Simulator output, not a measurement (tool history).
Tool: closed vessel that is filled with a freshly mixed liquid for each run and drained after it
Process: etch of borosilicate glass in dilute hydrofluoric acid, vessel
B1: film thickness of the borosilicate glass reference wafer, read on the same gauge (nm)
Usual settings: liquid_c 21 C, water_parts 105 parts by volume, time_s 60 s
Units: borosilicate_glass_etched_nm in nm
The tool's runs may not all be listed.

Run 1, hour 0: usual settings; B1 90. Result: borosilicate_glass_etched_nm 28.24 nm.
Run 2, hour 20.4: usual settings; B1 90. Result: borosilicate_glass_etched_nm 28.27 nm.
Run 3, hour 54: usual settings; B1 90.02. Result: borosilicate_glass_etched_nm 28.35 nm.
Run 4, hour 74.2: usual settings but time_s 70 s; B1 89.99. Result: borosilicate_glass_etched_nm 32.92 nm.
Run 5, hour 106.5: usual settings; B1 90.03. Result: borosilicate_glass_etched_nm 28.44 nm.
Run 6, hour 137.7: usual settings but time_s 45 s; B1 90.02. Result: borosilicate_glass_etched_nm 21.26 nm.
Run 7, hour 160.4: usual settings but time_s 45 s; B1 90. Result: borosilicate_glass_etched_nm 21.23 nm.
Run 8, hour 184.2: usual settings but liquid_c 25 C; B1 90.02. Result: borosilicate_glass_etched_nm 33.46 nm.
Run 9, hour 211.1: usual settings but time_s 50 s; B1 89.98. Result: borosilicate_glass_etched_nm 23.8 nm.
Run 10, hour 231: usual settings but time_s 50 s; B1 90. Result: borosilicate_glass_etched_nm 23.63 nm.
At hour 266.1: gauge calibrated.
Run 11, hour 266.4: usual settings but time_s 50 s; B1 90.01. Result: borosilicate_glass_etched_nm 23.66 nm.
Run 12, hour 301.3: usual settings; B1 90.01. Result: borosilicate_glass_etched_nm 28.56 nm.
Run 13, hour 384.3: usual settings; B1 90. Result: borosilicate_glass_etched_nm 28.58 nm.
Run 14, hour 420.3: usual settings but water_parts 90 parts by volume; B1 89.99. Result: borosilicate_glass_etched_nm 33.79 nm.
Run 15, hour 437.7: usual settings but water_parts 135 parts by volume, time_s 30 s; B1 90. Result: borosilicate_glass_etched_nm 10.74 nm.
Run 16, hour 452.4: usual settings; B1 90. Result: borosilicate_glass_etched_nm 28.57 nm.
Run 17, hour 481.1: usual settings but liquid_c 18.5 C, time_s 80 s; B1 90. Result: borosilicate_glass_etched_nm 34.35 nm.
Run 18, hour 530.6: usual settings but water_parts 70 parts by volume; B1 90. Result: borosilicate_glass_etched_nm 44.72 nm.
Run 19, hour 549.4: usual settings but liquid_c 18 C; B1 89.99. Result: borosilicate_glass_etched_nm 25.22 nm.
At hour 566.9: hydrofluoric acid flow meter replaced.
Run 20, hour 574: usual settings; B1 90. Result: borosilicate_glass_etched_nm 27.81 nm.
Run 21, hour 594.7: usual settings but liquid_c 18 C, water_parts 125 parts by volume, time_s 35 s; B1 89.99. Result: borosilicate_glass_etched_nm 11.76 nm.
At hour 622.8: thermometer replaced.
Run 22, hour 656.4: usual settings but water_parts 70 parts by volume; B1 89.99. Result: borosilicate_glass_etched_nm 43.48 nm.
Run 23, hour 680.1: usual settings but liquid_c 19 C, water_parts 155 parts by volume; B1 90. Result: borosilicate_glass_etched_nm 16.57 nm.
Run 24, hour 715.3: usual settings; B1 90.02. Result: borosilicate_glass_etched_nm 27.91 nm.
Run 25, hour 731.1: usual settings but liquid_c 17.5 C, time_s 30 s; B1 90. Result: borosilicate_glass_etched_nm 12.02 nm.
Run 26, hour 760.6: usual settings but liquid_c 23 C, water_parts 135 parts by volume; B1 90.01. Result: borosilicate_glass_etched_nm 22.76 nm.
Run 27, hour 792.6: usual settings; B1 90.02. Result: borosilicate_glass_etched_nm 28.11 nm.

The tool's hidden state at each run:
liquid colder than its thermometer reads (K): 0 in every run
gauge reads high (%): 0 in every run
H1: hydrofluoric acid flow above the setpoint (%)
run     H1
  1   1.51
  2   1.55
  3   1.62
  4   1.66
  5   1.72
  6   1.78
  7   1.82
  8   1.86
  9   1.91
 10   1.95
 11   2.02
 12   2.09
 13   2.24
 14   2.31
 15   2.34
 16   2.37
 17   2.43
 18   2.52
 19   2.56
 20  0.227
 21  0.266
 22  0.383
 23  0.428
 24  0.495
 25  0.525
 26  0.581
 27  0.641
